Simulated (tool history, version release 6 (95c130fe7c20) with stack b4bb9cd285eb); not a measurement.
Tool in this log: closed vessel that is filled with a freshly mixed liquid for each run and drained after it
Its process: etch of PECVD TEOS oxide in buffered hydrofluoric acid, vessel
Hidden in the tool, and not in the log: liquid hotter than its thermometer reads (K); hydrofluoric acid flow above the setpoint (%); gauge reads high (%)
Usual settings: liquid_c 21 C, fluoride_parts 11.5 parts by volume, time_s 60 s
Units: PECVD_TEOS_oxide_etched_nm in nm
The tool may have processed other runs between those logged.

run	hour	liquid_c	fluoride_parts	time_s	wafers since the last listed run	hours since the thermometer was replaced	hours since the hydrofluoric acid flow meter was replaced	hours since the gauge calibration	read-back film thickness of the PECVD TEOS oxide reference wafer, read on the same gauge (nm)	PECVD_TEOS_oxide_etched_nm
1	0	23	11.5	75	0	1339.3	364.9	318.3	50.01	177.97
2	35.2	23	11.5	75	2951	1374.5	400.1	353.5	49.98	179.08
3	49.6	23	11.5	75	1207	1388.9	414.5	367.9	49.98	178.41
4	75.9	21	11.5	60	2204	1415.2	440.8	394.2	49.99	128.95
5	105.1	21	11.5	60	2448	1444.4	470	423.4	49.99	129.28
6	122	21	10	60	1416	1461.3	486.9	440.3	50	144.7
7	153.1	19.5	11.5	60	2607	1492.4	518	471.4	50.02	118.28
8	181.3	19.5	11.5	60	2364	1520.6	546.2	499.6	50.01	118.59
9	213.5	21	11.5	60	2699	1552.8	578.4	531.8	50	131.12
10	238.5	21	11.5	60	2095	1577.8	603.4	556.8	49.99	130.28
11	264.3	21	11.5	60	2163	1603.6	629.2	582.6	50	130.84
12	293.9	21	11.5	60	2481	1633.2	658.8	612.2	50.02	132.48
13	328.9	21	11.5	60	2934	1668.2	693.8	647.2	50.02	131.28
14	377.2	23.5	11.5	60	4049	1716.5	742.1	695.5	49.99	149.62
15	399.1	17	9	70	1836	1738.4	764	717.4	50.01	152.52
# hour 413.4: thermometer replaced
16	430.4	21	11.5	60	2540	17	795.3	748.7	49.97	134.27
17	443.4	21	11.5	60	1089	30	808.3	761.7	50	131.73
18	472.6	21	14	75	2448	59.2	837.5	790.9	49.99	136.43
19	500.7	18.5	11.5	85	2355	87.3	865.6	819	49.99	162.84
20	535.1	24	8	60	2884	121.7	900	853.4	50.02	222.41
21	563.8	21	11.5	60	2406	150.4	928.7	882.1	50	133.26
22	583.7	22.5	7	30	1668	170.3	948.6	902	50.01	116.08
# hour 592.8: hydrofluoric acid flow meter replaced
# hour 594.1: gauge calibrated
23	598.7	21	10	60	1173	185.3	5.9	4.6	49.99	141
24	618.9	21	11.5	60	1693	205.5	26.1	24.8	49.98	123.39
25	642.1	21	13.5	75	1945	228.7	49.3	48	49.99	132.58
26	676.7	24.5	11.5	40	2900	263.3	83.9	82.6	50.01	100.65
27	733.3	21	15.5	80	4745	319.9	140.5	139.2	49.99	123.99
28	768	21	7.5	30	2909	354.6	175.2	173.9	49.99	92.74

Exercise: give the hidden state of the tool at every run:
liquid hotter than its thermometer reads (K): 0, the same for each run
gauge reads high (%): 0, the same for each run
H1: hydrofluoric acid flow above the setpoint (%)
run	H1
1	3.65
2	4
3	4.15
4	4.41
5	4.7
6	4.87
7	5.18
8	5.47
9	5.79
10	6.04
11	6.3
12	6.59
13	6.94
14	7.43
15	7.64
16	7.96
17	8.09
18	8.38
19	8.66
20	9
21	9.29
22	9.49
23	0.462
24	0.664
25	0.896
26	1.24
27	1.81
28	2.15
